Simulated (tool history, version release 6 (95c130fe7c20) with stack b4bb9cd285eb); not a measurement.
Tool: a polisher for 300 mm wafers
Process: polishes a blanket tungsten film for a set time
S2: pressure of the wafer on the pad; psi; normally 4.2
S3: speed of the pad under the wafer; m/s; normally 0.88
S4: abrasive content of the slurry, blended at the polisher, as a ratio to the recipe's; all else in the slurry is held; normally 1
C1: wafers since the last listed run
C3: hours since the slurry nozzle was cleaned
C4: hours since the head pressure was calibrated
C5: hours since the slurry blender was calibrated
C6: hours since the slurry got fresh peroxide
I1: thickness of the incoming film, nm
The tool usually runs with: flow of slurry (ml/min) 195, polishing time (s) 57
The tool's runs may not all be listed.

{"run": 1, "day": 0.0, "flow of slurry (ml/min)": 195, "S2": 4.2, "S3": 0.88, "S4": 1, "polishing time (s)": 68, "C1": 0, "wafers polished on this pad": 2486, "C3": 303, "C4": 236, "C5": 45.1, "C6": 145.9, "I1": 749.8, "film removed (angstrom)": 2530}
{"day": 1.517, "done": "worn pad replaced by a new one"}
{"run": 2, "day": 2.742, "flow of slurry (ml/min)": 195, "S2": 4.2, "S3": 0.88, "S4": 1, "polishing time (s)": 68, "C1": 515, "wafers polished on this pad": 245, "C3": 368.8, "C4": 301.8, "C5": 110.9, "C6": 211.7, "I1": 754.3, "film removed (angstrom)": 2459}
{"run": 3, "day": 5.792, "flow of slurry (ml/min)": 195, "S2": 4.2, "S3": 0.98, "S4": 1, "polishing time (s)": 57, "C1": 610, "wafers polished on this pad": 856, "C3": 442, "C4": 375, "C5": 184.1, "C6": 284.9, "I1": 748.9, "film removed (angstrom)": 2173}
{"day": 6.271, "done": "slurry nozzle cleaned"}
{"day": 7.083, "done": "head pressure recalibrated"}
{"run": 4, "day": 7.5, "flow of slurry (ml/min)": 195, "S2": 4.2, "S3": 0.88, "S4": 1, "polishing time (s)": 57, "C1": 317, "wafers polished on this pad": 1173, "C3": 29.5, "C4": 10, "C5": 225.1, "C6": 325.9, "I1": 765.8, "film removed (angstrom)": 2194}
{"day": 9.592, "done": "slurry tank refilled with fresh slurry and peroxide"}
{"run": 5, "day": 11.762, "flow of slurry (ml/min)": 195, "S2": 4.2, "S3": 0.88, "S4": 1, "polishing time (s)": 57, "C1": 845, "wafers polished on this pad": 2019, "C3": 131.8, "C4": 112.3, "C5": 327.4, "C6": 52.1, "I1": 755.8, "film removed (angstrom)": 2223}
{"run": 6, "day": 13.738, "flow of slurry (ml/min)": 195, "S2": 4.2, "S3": 0.88, "S4": 1, "polishing time (s)": 57, "C1": 395, "wafers polished on this pad": 2414, "C3": 179.2, "C4": 159.7, "C5": 374.8, "C6": 99.5, "I1": 761.6, "film removed (angstrom)": 2157}
{"day": 14.733, "done": "slurry blender recalibrated"}
{"run": 7, "day": 16.692, "flow of slurry (ml/min)": 195, "S2": 4.2, "S3": 0.88, "S4": 1, "polishing time (s)": 57, "C1": 575, "wafers polished on this pad": 2989, "C3": 250.1, "C4": 230.6, "C5": 47, "C6": 170.4, "I1": 745.6, "film removed (angstrom)": 2145}
{"day": 17.058, "done": "worn pad replaced by a new one"}
{"run": 8, "day": 20.333, "flow of slurry (ml/min)": 195, "S2": 4.2, "S3": 0.88, "S4": 1, "polishing time (s)": 57, "C1": 696, "wafers polished on this pad": 655, "C3": 337.5, "C4": 318, "C5": 134.4, "C6": 257.8, "I1": 755.7, "film removed (angstrom)": 2114}
{"day": 21.196, "done": "slurry nozzle cleaned"}
{"day": 21.912, "done": "slurry tank refilled with fresh slurry and peroxide"}
{"run": 9, "day": 23.379, "flow of slurry (ml/min)": 195, "S2": 4.2, "S3": 0.88, "S4": 1, "polishing time (s)": 57, "C1": 593, "wafers polished on this pad": 1249, "C3": 52.4, "C4": 391.1, "C5": 207.5, "C6": 35.2, "I1": 761.8, "film removed (angstrom)": 2190}
{"day": 24.775, "done": "head pressure recalibrated"}
{"run": 10, "day": 27.308, "flow of slurry (ml/min)": 195, "S2": 4.2, "S3": 0.88, "S4": 1, "polishing time (s)": 57, "C1": 770, "wafers polished on this pad": 2019, "C3": 146.7, "C4": 60.8, "C5": 301.8, "C6": 129.5, "I1": 774.3, "film removed (angstrom)": 2160}
{"day": 29.7, "done": "worn pad replaced by a new one"}
{"run": 11, "day": 29.721, "flow of slurry (ml/min)": 195, "S2": 4.2, "S3": 0.88, "S4": 1, "polishing time (s)": 57, "C1": 449, "wafers polished on this pad": 3, "C3": 204.6, "C4": 118.7, "C5": 359.7, "C6": 187.4, "I1": 769.5, "film removed (angstrom)": 2175}
{"run": 12, "day": 31.938, "flow of slurry (ml/min)": 195, "S2": 5, "S3": 0.62, "S4": 1, "polishing time (s)": 72, "C1": 443, "wafers polished on this pad": 447, "C3": 257.8, "C4": 171.9, "C5": 412.9, "C6": 240.6, "I1": 756, "film removed (angstrom)": 2554}
{"day": 34.75, "done": "slurry blender recalibrated"}
{"run": 13, "day": 35.171, "flow of slurry (ml/min)": 195, "S2": 4.2, "S3": 0.88, "S4": 1, "polishing time (s)": 57, "C1": 630, "wafers polished on this pad": 1078, "C3": 335.4, "C4": 249.5, "C5": 10.1, "C6": 318.2, "I1": 763, "film removed (angstrom)": 2080}
{"day": 36.517, "done": "slurry nozzle cleaned"}
{"day": 37.942, "done": "slurry tank refilled with fresh slurry and peroxide"}
{"run": 14, "day": 38.242, "flow of slurry (ml/min)": 195, "S2": 5.4, "S3": 0.7, "S4": 1, "polishing time (s)": 57, "C1": 598, "wafers polished on this pad": 1677, "C3": 41.4, "C4": 323.2, "C5": 83.8, "C6": 7.2, "I1": 759.1, "film removed (angstrom)": 2406}
{"day": 42.342, "done": "head pressure recalibrated"}
{"run": 15, "day": 42.629, "flow of slurry (ml/min)": 195, "S2": 4.2, "S3": 0.88, "S4": 1.3, "polishing time (s)": 43, "C1": 862, "wafers polished on this pad": 2539, "C3": 146.7, "C4": 6.9, "C5": 189.1, "C6": 112.5, "I1": 750.8, "film removed (angstrom)": 1733}
{"day": 44.704, "done": "worn pad replaced by a new one"}
{"run": 16, "day": 46.633, "flow of slurry (ml/min)": 265, "S2": 5.3, "S3": 0.74, "S4": 1, "polishing time (s)": 75, "C1": 768, "wafers polished on this pad": 386, "C3": 242.8, "C4": 103, "C5": 285.2, "C6": 208.6, "I1": 761.4, "film removed (angstrom)": 3332}
{"day": 50.346, "done": "slurry tank refilled with fresh slurry and peroxide"}
{"day": 51.404, "done": "slurry nozzle cleaned"}
{"run": 17, "day": 56.238, "flow of slurry (ml/min)": 195, "S2": 4.2, "S3": 0.88, "S4": 1, "polishing time (s)": 57, "C1": 1907, "wafers polished on this pad": 2293, "C3": 116, "C4": 333.5, "C5": 515.7, "C6": 141.4, "I1": 757.5, "film removed (angstrom)": 2171}
{"day": 56.433, "done": "slurry blender recalibrated"}
{"day": 58.233, "done": "worn pad replaced by a new one"}
{"run": 18, "day": 58.746, "flow of slurry (ml/min)": 195, "S2": 4.2, "S3": 0.76, "S4": 1, "polishing time (s)": 57, "C1": 452, "wafers polished on this pad": 102, "C3": 176.2, "C4": 393.7, "C5": 55.5, "C6": 201.6, "I1": 753.8, "film removed (angstrom)": 1963}
{"run": 19, "day": 60.646, "flow of slurry (ml/min)": 195, "S2": 4.2, "S3": 0.88, "S4": 1, "polishing time (s)": 57, "C1": 380, "wafers polished on this pad": 482, "C3": 221.8, "C4": 439.3, "C5": 101.1, "C6": 247.2, "I1": 760.3, "film removed (angstrom)": 2181}
{"day": 61.479, "done": "head pressure recalibrated"}
{"run": 20, "day": 63.1, "flow of slurry (ml/min)": 195, "S2": 4.2, "S3": 0.88, "S4": 1.2, "polishing time (s)": 62, "C1": 474, "wafers polished on this pad": 957, "C3": 280.7, "C4": 38.9, "C5": 160, "C6": 306.1, "I1": 771, "film removed (angstrom)": 2419}
{"day": 64.479, "done": "slurry tank refilled with fresh slurry and peroxide"}
{"run": 21, "day": 66.592, "flow of slurry (ml/min)": 195, "S2": 4.2, "S3": 0.88, "S4": 1, "polishing time (s)": 49, "C1": 691, "wafers polished on this pad": 1648, "C3": 364.5, "C4": 122.7, "C5": 243.8, "C6": 50.7, "I1": 769.4, "film removed (angstrom)": 1819}
{"run": 22, "day": 69.929, "flow of slurry (ml/min)": 145, "S2": 4.2, "S3": 0.88, "S4": 1, "polishing time (s)": 39, "C1": 668, "wafers polished on this pad": 2317, "C3": 444.6, "C4": 202.8, "C5": 323.9, "C6": 130.8, "I1": 771.2, "film removed (angstrom)": 1324}

Predict each of these 4 candidate next runs independently; none follows another, all start after run 22:
{"run": "A", "day": 69.946, "flow of slurry (ml/min)": 245, "S2": 4.2, "S3": 0.88, "S4": 1, "polishing time (s)": 57, "C1": 3, "wafers polished on this pad": 2320, "C3": 445, "C4": 203.2, "C5": 324.3, "C6": 131.2, "I1": 748.9, "film removed (angstrom)": "?"}
{"run": "B", "day": 69.946, "flow of slurry (ml/min)": 150, "S2": 3.3, "S3": 1.08, "S4": 1, "polishing time (s)": 57, "C1": 3, "wafers polished on this pad": 2320, "C3": 445, "C4": 203.2, "C5": 324.3, "C6": 131.2, "I1": 748.9, "film removed (angstrom)": "?"}
{"run": "C", "day": 69.946, "flow of slurry (ml/min)": 140, "S2": 4.2, "S3": 1, "S4": 1.2, "polishing time (s)": 72, "C1": 3, "wafers polished on this pad": 2320, "C3": 445, "C4": 203.2, "C5": 324.3, "C6": 131.2, "I1": 748.9, "film removed (angstrom)": "?"}
{"run": "D", "day": 69.946, "flow of slurry (ml/min)": 195, "S2": 2.9, "S3": 0.88, "S4": 1.1, "polishing time (s)": 57, "C1": 3, "wafers polished on this pad": 2320, "C3": 445, "C4": 203.2, "C5": 324.3, "C6": 131.2, "I1": 748.9, "film removed (angstrom)": "?"}

run=A film_removed_(angstrom)=2097
run=B film_removed_(angstrom)=1739
run=C film_removed_(angstrom)=2703
run=D film_removed_(angstrom)=1421
Without the tool's unlogged condition, the same runs would have read:
run=A film_removed_(angstrom)=2220
run=B film_removed_(angstrom)=1896
run=C film_removed_(angstrom)=2963
run=D film_removed_(angstrom)=1523
